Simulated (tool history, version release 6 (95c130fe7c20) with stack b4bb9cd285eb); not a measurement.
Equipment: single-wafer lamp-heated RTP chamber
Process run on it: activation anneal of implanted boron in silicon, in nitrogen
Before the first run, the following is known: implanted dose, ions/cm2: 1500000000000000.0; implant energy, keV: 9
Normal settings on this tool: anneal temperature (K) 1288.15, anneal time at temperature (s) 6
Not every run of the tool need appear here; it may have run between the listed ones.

run,hour,anneal temperature (K),anneal time at temperature (s),wafers since the last listed run,wafers since the last pyrometer calibration,wafers since the reflector plate was cleaned,hours since the gauge calibration,"read-back reference wafer on the same gauge, sheet resistance",sheet resistance of the implanted and annealed layer (ohm/square)
1,0.0,1288.15,6,0,4580,2548,9.8,121.93,126.28
2,10.9,1300.15,8,170,4751,2719,20.7,122.20,118.39
3,26.8,1288.15,6,249,5000,2968,36.6,121.90,126.95
4,40.9,1288.15,6,220,5221,3189,50.7,121.78,125.84
5,58.0,1306.15,3,267,5489,3457,67.8,121.89,122.62
6,66.6,1306.15,3,134,5623,3591,76.4,122.02,122.94
7,81.7,1288.15,9,236,5860,3828,91.5,122.08,121.92
8,96.1,1288.15,9,225,6086,4053,105.9,121.92,121.75
9,110.2,1288.15,9,220,6306,4274,120.0,121.97,120.85
10,122.4,1288.15,8,191,6498,4466,132.2,122.11,122.32
# hour 134.8: reflector plate cleaned
11,139.8,1288.15,6,147,6645,77,149.6,121.94,128.31
12,150.5,1288.15,6,167,6813,245,160.3,122.19,127.15
13,161.4,1288.15,6,170,6983,416,171.2,121.94,127.20
14,177.4,1305.15,6,250,7234,666,187.2,121.90,119.30
15,185.7,1305.15,6,130,7364,796,195.5,122.02,119.13
16,200.1,1288.15,6,225,7590,1022,209.9,121.93,125.38
17,207.9,1288.15,6,122,7712,1144,217.7,122.11,124.78
# hour 209.2: gauge calibrated
18,217.9,1288.15,6,156,7869,1301,8.7,121.82,124.09
19,248.3,1288.15,8,476,8345,1777,39.1,122.06,121.58
20,258.5,1277.15,6,159,8505,1937,49.3,122.07,128.66
21,271.6,1261.15,6,205,8710,2142,62.4,122.16,136.57
# hour 284.2: pyrometer window cleaned and pyrometer calibrated
22,287.0,1265.15,8,115,44,2258,77.8,122.08,138.09
23,310.5,1258.15,9,368,412,2626,101.3,122.06,141.52
24,326.0,1308.15,9,242,655,2869,116.8,121.84,116.18
25,343.2,1268.15,7,269,924,3139,134.0,122.06,136.54
26,359.9,1275.15,6,261,1186,3400,150.7,122.25,132.15
# hour 372.0: reflector plate cleaned
27,372.5,1288.15,4,72,1258,7,163.3,122.01,134.17
28,380.2,1288.15,6,120,1379,128,171.0,122.03,129.17
29,386.7,1288.15,6,101,1480,230,177.5,121.82,129.21
30,393.8,1288.15,6,111,1592,341,184.6,122.01,130.57
31,408.6,1275.15,5,231,1824,573,199.4,122.00,137.74
32,422.4,1270.15,7,216,2040,789,213.2,121.92,136.89
33,439.7,1296.15,9,271,2311,1060,230.5,121.99,121.67
34,451.2,1288.15,3,180,2491,1240,242.0,122.03,133.68
# hour 454.2: gauge calibrated
35,467.6,1273.15,6,256,2748,1497,13.4,122.14,137.10
36,479.0,1261.15,7,178,2927,1676,24.8,122.20,142.02

Across each entry between runs, compare the hidden state at the last listed run before it with the hidden state at the first listed run after it:
Logged between run 10 and run 11: reflector plate cleaned (hour 134.8)
  true wafer temperature minus pyrometer reading, K: 7.91 -> 8.53; wafer temperature error from the tarnished reflector plate, K: 9.05 -> 0.874
  measured minus no-state result, sheet resistance of the implanted and annealed layer (ohm/square): -7.52 -> -4.59
Logged between run 17 and run 18: gauge calibrated (hour 209.2)
  true wafer temperature minus pyrometer reading, K: 11.2 -> 11.6; wafer temperature error from the tarnished reflector plate, K: 2.97 -> 3.28
  measured minus no-state result, sheet resistance of the implanted and annealed layer (ohm/square): -6.62 -> -6.90
Logged between run 21 and run 22: pyrometer window cleaned and pyrometer calibrated (hour 284.2)
  true wafer temperature minus pyrometer reading, K: 14.1 -> 2.5; wafer temperature error from the tarnished reflector plate, K: 4.93 -> 5.4
  measured minus no-state result, sheet resistance of the implanted and annealed layer (ohm/square): -14.28 -> -5.76
Logged between run 26 and run 27: reflector plate cleaned (hour 372.0)
  true wafer temperature minus pyrometer reading, K: 2.74 -> 2.82; wafer temperature error from the tarnished reflector plate, K: 7.64 -> 0.624
  measured minus no-state result, sheet resistance of the implanted and annealed layer (ohm/square): -6.25 -> -1.87
Logged between run 34 and run 35: gauge calibrated (hour 454.2)
  true wafer temperature minus pyrometer reading, K: 3.65 -> 3.89; wafer temperature error from the tarnished reflector plate, K: 3.04 -> 3.55
  measured minus no-state result, sheet resistance of the implanted and annealed layer (ohm/square): -3.64 -> -4.88
